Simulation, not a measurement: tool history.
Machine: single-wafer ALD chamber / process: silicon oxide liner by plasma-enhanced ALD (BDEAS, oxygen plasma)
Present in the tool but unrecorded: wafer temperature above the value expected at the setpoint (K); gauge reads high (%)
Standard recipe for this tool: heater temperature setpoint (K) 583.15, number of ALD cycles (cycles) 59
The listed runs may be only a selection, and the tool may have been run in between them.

run,hour,heater temperature setpoint (K),number of ALD cycles (cycles),wafers since the last listed run,hours since the last thermocouple change,hours since the gauge calibration,"read-back reference wafer on the same gauge, thickness_nm",mean film thickness on the monitor wafer (angstrom)
1,0,578.15,52,0,523,865.3,4.624,44.64
2,104.8,578.15,52,486,627.8,970.1,4.621,44.78
3,177.9,583.15,59,339,700.9,1043.2,4.618,50.14
4,275.8,583.15,54,454,798.8,1141.1,4.614,45.99
5,379,583.15,54,479,902,1244.3,4.609,45.94
6,444.3,583.15,59,303,967.3,1309.6,4.605,49.91
7,505.7,583.15,59,285,1028.7,1371,4.604,49.89
8,576.5,594.15,53,328,1099.5,1441.8,4.596,44.06
# hour 633.9: gauge calibrated
9,673,594.15,53,448,1196,39.1,4.658,45.02
10,755,583.15,59,380,1278,121.1,4.657,50.52
11,848,583.15,59,432,1371,214.1,4.651,50.54
12,914.2,597.15,59,307,1437.2,280.3,4.647,49.58
# hour 987: thermocouple changed; heater temperature recalibrated
13,1020.8,583.15,66,458,33.8,386.9,4.644,56.57
14,1063.2,583.15,49,196,76.2,429.3,4.643,41.93
15,1167.4,574.15,50,484,180.4,533.5,4.634,43.21
16,1270.7,583.15,59,479,283.7,636.8,4.633,50.39
17,1366,590.15,59,442,379,732.1,4.628,49.78
18,1406,583.15,59,185,419,772.1,4.625,50.29
19,1458.2,568.15,59,242,471.2,824.3,4.624,51.5

The tool's hidden state at each run:
wafer temperature above the value expected at the setpoint (K): 0, the same for each run
H1: gauge reads high (%)
run,H1
1,-0.947
2,-1.05
3,-1.12
4,-1.22
5,-1.32
6,-1.38
7,-1.44
8,-1.51
9,-0.242
10,-0.322
11,-0.412
12,-0.477
13,-0.581
14,-0.622
15,-0.724
16,-0.825
17,-0.918
18,-0.957
19,-1.01

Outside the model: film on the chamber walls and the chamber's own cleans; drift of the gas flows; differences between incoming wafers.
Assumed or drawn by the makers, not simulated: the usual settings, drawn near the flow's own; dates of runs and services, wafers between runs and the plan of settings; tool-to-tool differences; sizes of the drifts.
